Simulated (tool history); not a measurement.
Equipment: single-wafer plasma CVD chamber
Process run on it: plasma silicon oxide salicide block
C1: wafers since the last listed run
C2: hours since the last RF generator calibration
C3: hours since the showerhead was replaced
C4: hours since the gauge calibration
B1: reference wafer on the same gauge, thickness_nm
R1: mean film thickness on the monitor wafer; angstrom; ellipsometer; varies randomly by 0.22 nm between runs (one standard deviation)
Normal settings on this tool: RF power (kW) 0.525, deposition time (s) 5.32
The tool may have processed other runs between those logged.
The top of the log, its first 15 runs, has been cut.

{"hour": 808.8, "done": "RF generator calibrated"}
{"run": 16, "hour": 823.7, "RF power (kW)": 0.525, "deposition time (s)": 4.87, "C1": 5507, "C2": 14.9, "C3": 6995.7, "C4": 1395.6, "B1": 41.098, "R1": 469.87}
{"run": 17, "hour": 858.5, "RF power (kW)": 0.525, "deposition time (s)": 4.87, "C1": 1161, "C2": 49.7, "C3": 7030.5, "C4": 1430.4, "B1": 41.137, "R1": 468.4}
{"run": 18, "hour": 921.0, "RF power (kW)": 0.525, "deposition time (s)": 5.32, "C1": 2086, "C2": 112.2, "C3": 7093, "C4": 1492.9, "B1": 41.101, "R1": 509.36}
{"run": 19, "hour": 955.3, "RF power (kW)": 0.525, "deposition time (s)": 5.32, "C1": 1144, "C2": 146.5, "C3": 7127.3, "C4": 1527.2, "B1": 41.107, "R1": 511.86}
{"run": 20, "hour": 992.1, "RF power (kW)": 0.525, "deposition time (s)": 4.86, "C1": 1228, "C2": 183.3, "C3": 7164.1, "C4": 1564, "B1": 41.1, "R1": 466.95}
{"hour": 1035.4, "done": "showerhead replaced"}
{"run": 21, "hour": 1035.9, "RF power (kW)": 0.525, "deposition time (s)": 4.86, "C1": 1194, "C2": 227.1, "C3": 0.5, "C4": 1607.8, "B1": 41.116, "R1": 467.64}
{"run": 22, "hour": 1089.7, "RF power (kW)": 0.525, "deposition time (s)": 5.32, "C1": 1795, "C2": 280.9, "C3": 54.3, "C4": 1661.6, "B1": 41.085, "R1": 514.24}
{"run": 23, "hour": 1123.7, "RF power (kW)": 0.59, "deposition time (s)": 6.25, "C1": 1134, "C2": 314.9, "C3": 88.3, "C4": 1695.6, "B1": 41.019, "R1": 616.71}
{"run": 24, "hour": 1151.0, "RF power (kW)": 0.575, "deposition time (s)": 5.32, "C1": 911, "C2": 342.2, "C3": 115.6, "C4": 1722.9, "B1": 41.11, "R1": 522.09}
{"run": 25, "hour": 1218.6, "RF power (kW)": 0.47, "deposition time (s)": 4.49, "C1": 2256, "C2": 409.8, "C3": 183.2, "C4": 1790.5, "B1": 41.121, "R1": 419.51}
{"run": 26, "hour": 1254.9, "RF power (kW)": 0.525, "deposition time (s)": 5.32, "C1": 1211, "C2": 446.1, "C3": 219.5, "C4": 1826.8, "B1": 41.073, "R1": 511.49}
{"run": 27, "hour": 1395.1, "RF power (kW)": 0.605, "deposition time (s)": 5.32, "C1": 4679, "C2": 586.3, "C3": 359.7, "C4": 1967, "B1": 41.106, "R1": 530.92}
{"run": 28, "hour": 1431.7, "RF power (kW)": 0.455, "deposition time (s)": 5.02, "C1": 1221, "C2": 622.9, "C3": 396.3, "C4": 2003.6, "B1": 41.067, "R1": 463.59}
{"run": 29, "hour": 1457.5, "RF power (kW)": 0.525, "deposition time (s)": 5.74, "C1": 861, "C2": 648.7, "C3": 422.1, "C4": 2029.4, "B1": 41.048, "R1": 551.1}
{"run": 30, "hour": 1527.0, "RF power (kW)": 0.525, "deposition time (s)": 5.76, "C1": 2319, "C2": 718.2, "C3": 491.6, "C4": 2098.9, "B1": 41.13, "R1": 554.77}
{"run": 31, "hour": 1556.1, "RF power (kW)": 0.525, "deposition time (s)": 5.32, "C1": 971, "C2": 747.3, "C3": 520.7, "C4": 2128, "B1": 41.126, "R1": 509.56}
{"run": 32, "hour": 1591.8, "RF power (kW)": 0.525, "deposition time (s)": 4.71, "C1": 1191, "C2": 783, "C3": 556.4, "C4": 2163.7, "B1": 41.082, "R1": 453.31}
{"run": 33, "hour": 1643.9, "RF power (kW)": 0.525, "deposition time (s)": 5.32, "C1": 1739, "C2": 835.1, "C3": 608.5, "C4": 2215.8, "B1": 41.12, "R1": 511.65}
{"hour": 1677.3, "done": "gauge calibrated"}
{"run": 34, "hour": 1698.5, "RF power (kW)": 0.485, "deposition time (s)": 5.92, "C1": 1822, "C2": 889.7, "C3": 663.1, "C4": 21.2, "B1": 41.101, "R1": 558.47}
{"run": 35, "hour": 1858.3, "RF power (kW)": 0.44, "deposition time (s)": 6.34, "C1": 5333, "C2": 1049.5, "C3": 822.9, "C4": 181, "B1": 41.101, "R1": 584.02}
{"run": 36, "hour": 1923.4, "RF power (kW)": 0.525, "deposition time (s)": 5.32, "C1": 2172, "C2": 1114.6, "C3": 888, "C4": 246.1, "B1": 41.067, "R1": 511.14}

Estimate the outcome of run 37 from the log above:
{"run": 37, "hour": 1978.8, "RF power (kW)": 0.525, "deposition time (s)": 4.86, "C1": 1849, "C2": 1170, "C3": 943.4, "C4": 301.5, "B1": "?", "R1": "?"}

{"run 37": {"B1": 41.134, "R1": 470.08}}
Without the tool's hidden state the same run would have given R1 470.08 angstrom.
